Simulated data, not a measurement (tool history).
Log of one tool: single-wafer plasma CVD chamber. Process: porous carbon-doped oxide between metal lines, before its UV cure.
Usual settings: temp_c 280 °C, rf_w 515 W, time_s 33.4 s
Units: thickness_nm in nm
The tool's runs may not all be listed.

| run | hour | temp_c | rf_w | time_s | read-back reference wafer on the same gauge, thickness_nm | thickness_nm |
|---|---|---|---|---|---|---|
| 1 | 0.0 | 275 | 515 | 33.4 | 207.937 | 193.813 |
| 2 | 66.9 | 275 | 515 | 33.4 | 208.075 | 193.495 |
| 3 | 148.5 | 283 | 515 | 33.4 | 207.966 | 183.307 |
| 4 | 194.4 | 283 | 515 | 33.4 | 208.096 | 183.149 |
| 5 | 301.7 | 283 | 515 | 33.4 | 207.809 | 182.938 |
| 6 | 342.6 | 280 | 515 | 33.4 | 207.868 | 187.145 |
| 7 | 386.4 | 280 | 515 | 33.4 | 208.101 | 186.131 |
| 8 | 437.5 | 280 | 515 | 33.4 | 208.113 | 186.484 |
|  | 445.9 | showerhead replaced, of another model than before |
|  | 464.5 | gauge calibrated |
| 9 | 543.8 | 280 | 515 | 33.4 | 207.825 | 187.354 |
| 10 | 621.4 | 274 | 515 | 36.8 | 207.934 | 213.001 |
| 11 | 664.9 | 292 | 420 | 30.6 | 208.042 | 138.859 |
| 12 | 704.6 | 295 | 610 | 28.5 | 207.910 | 161.668 |
| 13 | 803.0 | 270 | 515 | 33.4 | 207.972 | 199.532 |
| 14 | 869.2 | 280 | 605 | 31.1 | 207.989 | 192.300 |
|  | 920.9 | thermocouple changed; heater temperature recalibrated |
| 15 | 952.9 | 268 | 515 | 37.8 | 207.968 | 228.501 |
| 16 | 1034.1 | 280 | 515 | 33.4 | 207.944 | 186.241 |
|  | 1120.8 | RF generator calibrated |
| 17 | 1121.3 | 280 | 580 | 33.4 | 208.033 | 204.003 |
| 18 | 1209.0 | 280 | 515 | 33.4 | 207.903 | 188.831 |
| 19 | 1280.4 | 280 | 515 | 33.4 | 207.861 | 188.230 |
| 20 | 1318.4 | 280 | 515 | 33.4 | 207.925 | 187.958 |
| 21 | 1416.1 | 272 | 580 | 26.8 | 208.068 | 171.913 |
| 22 | 1479.6 | 272 | 450 | 37.9 | 207.964 | 206.990 |
| 23 | 1557.5 | 286 | 470 | 27.0 | 208.262 | 139.775 |
| 24 | 1652.4 | 280 | 540 | 35.1 | 207.965 | 203.698 |
| 25 | 1694.6 | 290 | 445 | 33.4 | 208.168 | 161.894 |
| 26 | 1748.5 | 280 | 515 | 33.4 | 208.126 | 188.781 |
| 27 | 1852.4 | 288 | 560 | 37.7 | 208.044 | 212.520 |
| 28 | 1908.8 | 285 | 515 | 27.0 | 208.172 | 148.332 |
| 29 | 1990.3 | 266 | 465 | 39.2 | 207.874 | 227.554 |
| 30 | 2055.1 | 280 | 515 | 37.9 | 207.901 | 213.348 |
| 31 | 2146.3 | 291 | 515 | 33.4 | 207.796 | 175.866 |
| 32 | 2190.9 | 288 | 560 | 37.7 | 207.962 | 211.705 |
| 33 | 2275.6 | 275 | 480 | 36.7 | 208.009 | 204.803 |
| 34 | 2366.6 | 280 | 515 | 33.4 | 208.140 | 188.019 |

4 ways to go on from here, each from the tool as it stands after run 34. What would each give?
| A | 2367.0 | 280 | 545 | 33.4 | ? | ? |
| B | 2367.0 | 266 | 465 | 37.5 | ? | ? |
| C | 2367.0 | 286 | 515 | 35.3 | ? | ? |
| D | 2367.0 | 287 | 515 | 33.4 | ? | ? |

| run | read-back reference wafer on the same gauge, thickness_nm | thickness_nm |
|---|---|---|
| A | 207.793 | 194.434 |
| B | 207.793 | 216.760 |
| C | 207.793 | 190.748 |
| D | 207.793 | 179.622 |
Without the tool's hidden state the same runs would have given:
| run | thickness_nm |
|---|---|
| A | 195.178 |
| B | 217.602 |
| C | 191.477 |
| D | 180.308 |
